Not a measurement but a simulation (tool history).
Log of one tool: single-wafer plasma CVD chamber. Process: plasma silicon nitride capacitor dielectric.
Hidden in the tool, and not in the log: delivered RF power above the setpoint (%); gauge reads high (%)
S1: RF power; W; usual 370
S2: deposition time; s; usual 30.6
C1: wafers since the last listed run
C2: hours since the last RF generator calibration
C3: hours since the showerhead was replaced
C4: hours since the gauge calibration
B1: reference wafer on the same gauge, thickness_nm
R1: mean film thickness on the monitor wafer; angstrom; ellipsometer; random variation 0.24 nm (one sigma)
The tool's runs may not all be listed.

run	hour	S1	S2	C1	C2	C3	C4	B1	R1
1	0.0	350	29.2	0	536.9	4310.8	1.0	53.590	410.47
2	14.1	370	30.6	290	551.0	4324.9	15.1	53.595	441.23
3	30.8	370	30.6	343	567.7	4341.6	31.8	53.598	441.75
4	48.6	370	30.6	366	585.5	4359.4	49.6	53.681	441.64
5	55.3	370	30.6	137	592.2	4366.1	56.3	53.564	443.29
6	72.3	370	30.6	349	609.2	4383.1	73.3	53.669	442.48
7	88.9	370	32.0	341	625.8	4399.7	89.9	53.517	465.04
8	138.0	405	30.6	1010	674.9	4448.8	139.0	53.629	457.99
9	152.8	405	30.6	304	689.7	4463.6	153.8	53.599	459.38
10	160.7	405	30.6	162	697.6	4471.5	161.7	53.578	458.94
11	173.7	355	28.8	267	710.6	4484.5	174.7	53.595	408.78
12	181.8	355	28.8	166	718.7	4492.6	182.8	53.567	402.47
13	193.9	355	28.8	249	730.8	4504.7	194.9	53.570	406.61
14	201.7	370	28.6	160	738.6	4512.5	202.7	53.641	411.05
15	218.5	370	28.6	345	755.4	4529.3	219.5	53.617	407.63
16	224.6	370	30.6	125	761.5	4535.4	225.6	53.603	440.27
17	234.5	370	35.3	203	771.4	4545.3	235.5	53.555	503.85
18	271.8	425	35.3	767	808.7	4582.6	272.8	53.542	535.48
19	288.0	315	30.6	333	824.9	4598.8	289.0	53.555	398.65
20	296.2	310	33.3	168	833.1	4607.0	297.2	53.547	434.48
21	308.2	425	25.1	247	845.1	4619.0	309.2	53.609	382.08
22	320.1	390	30.6	244	857.0	4630.9	321.1	53.652	448.12
# hour 332.9: RF generator calibrated
23	334.6	345	26.9	133	1.7	4645.4	335.6	53.575	387.23
24	344.2	370	30.6	197	11.3	4655.0	345.2	53.594	456.76
25	361.6	370	30.6	358	28.7	4672.4	362.6	53.541	453.86
26	372.1	395	34.1	216	39.2	4682.9	373.1	53.573	522.11
# hour 409.8: showerhead replaced
27	414.6	400	36.7	710	81.7	4.8	415.6	53.503	565.46
# hour 421.6: gauge calibrated
28	425.5	405	29.1	224	92.6	15.7	3.9	53.522	447.60
29	431.7	390	27.5	127	98.8	21.9	10.1	53.600	414.65
30	444.6	335	36.6	265	111.7	34.8	23.0	53.590	509.29
31	453.4	335	36.4	181	120.5	43.6	31.8	53.646	512.25
32	461.7	415	34.5	170	128.8	51.9	40.1	53.585	539.28
33	476.4	370	30.6	302	143.5	66.6	54.8	53.585	449.82
34	486.5	370	30.6	207	153.6	76.7	64.9	53.609	452.33
35	494.7	370	30.6	168	161.8	84.9	73.1	53.595	448.19
36	504.4	370	30.6	199	171.5	94.6	82.8	53.627	453.80
37	510.7	370	30.6	129	177.8	100.9	89.1	53.602	452.77
38	517.9	305	25.2	148	185.0	108.1	96.3	53.613	335.33
39	527.2	420	34.3	191	194.3	117.4	105.6	53.536	537.43

What the log doesn't show, run by run:
gauge reads high (%): 0 in every run
H1: delivered RF power above the setpoint (%)
run	H1
1	-5.29
2	-5.43
3	-5.59
4	-5.77
5	-5.83
6	-6
7	-6.16
8	-6.64
9	-6.79
10	-6.87
11	-6.99
12	-7.07
13	-7.19
14	-7.27
15	-7.43
16	-7.49
17	-7.59
18	-7.96
19	-8.12
20	-8.2
21	-8.31
22	-8.43
23	-0.383
24	-0.478
25	-0.649
26	-0.752
27	-1.17
28	-1.28
29	-1.34
30	-1.46
31	-1.55
32	-1.63
33	-1.78
34	-1.88
35	-1.96
36	-2.05
37	-2.11
38	-2.18
39	-2.28
